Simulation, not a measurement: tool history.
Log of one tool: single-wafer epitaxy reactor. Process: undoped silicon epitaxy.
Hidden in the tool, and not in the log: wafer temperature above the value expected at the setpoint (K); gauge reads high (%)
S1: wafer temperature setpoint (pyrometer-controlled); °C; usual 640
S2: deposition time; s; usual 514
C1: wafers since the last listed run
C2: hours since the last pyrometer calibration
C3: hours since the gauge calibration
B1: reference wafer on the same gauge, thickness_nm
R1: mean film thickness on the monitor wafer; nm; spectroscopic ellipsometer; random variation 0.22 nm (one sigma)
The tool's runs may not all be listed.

run    hour   S1   S2   C1      C2     C3      B1       R1
  1     0.0  640  514    0   817.3  217.0  69.330   72.779
  2    43.3  640  514  116   860.6  260.3  69.361   72.401
  3    91.3  640  514  129   908.6  308.3  69.517   72.264
  4   115.6  640  514   65   932.9  332.6  69.384   72.433
  5   238.9  634  514  332  1056.2  455.9  69.371   63.659
  6   416.9  634  514  479  1234.2  633.9  69.403   63.985
  7   472.4  634  514  149  1289.7  689.4  69.360   64.126
  8   507.8  651  542   95  1325.1  724.8  69.454   98.583
  9   571.8  629  514  172  1389.1  788.8  69.350   57.624
      620.4  -- pyrometer calibrated
 10   626.0  640  514  124     5.6  843.0  69.435   71.094
 11   686.4  640  514  162    66.0  903.4  69.376   70.757
 12   725.3  654  603  104   104.9  942.3  69.339  113.012
      769.9  -- gauge calibrated
 13   783.8  632  570  157   163.4   13.9  69.453   66.061
 14   841.9  640  514  156   221.5   72.0  69.432   71.250
 15   913.3  652  416  192   292.9  143.4  69.315   75.550
 16   953.9  627  568  109   333.5  184.0  69.448   59.174
 17   999.7  645  485  123   379.3  229.8  69.485   75.621
 18  1034.1  635  579   92   413.7  264.2  69.349   72.377
 19  1091.2  651  565  153   470.8  321.3  69.366  100.164

5 ways to go on from here, each from the tool as it stands after run 19. What would each give?
  A  1091.7  636  514   1  471.3  321.8   ?   ?
  B  1091.7  636  475   1  471.3  321.8   ?   ?
  C  1091.7  627  514   1  471.3  321.8   ?   ?
  D  1091.7  626  554   1  471.3  321.8   ?   ?
  E  1091.7  633  571   1  471.3  321.8   ?   ?

run      B1      R1
  A  69.419  66.010
  B  69.419  61.001
  C  69.419  53.921
  D  69.419  56.811
  E  69.419  68.579
Without the tool's hidden state the same runs would have given:
run      R1
  A  64.760
  B  59.846
  C  52.880
  D  55.712
  E  67.272
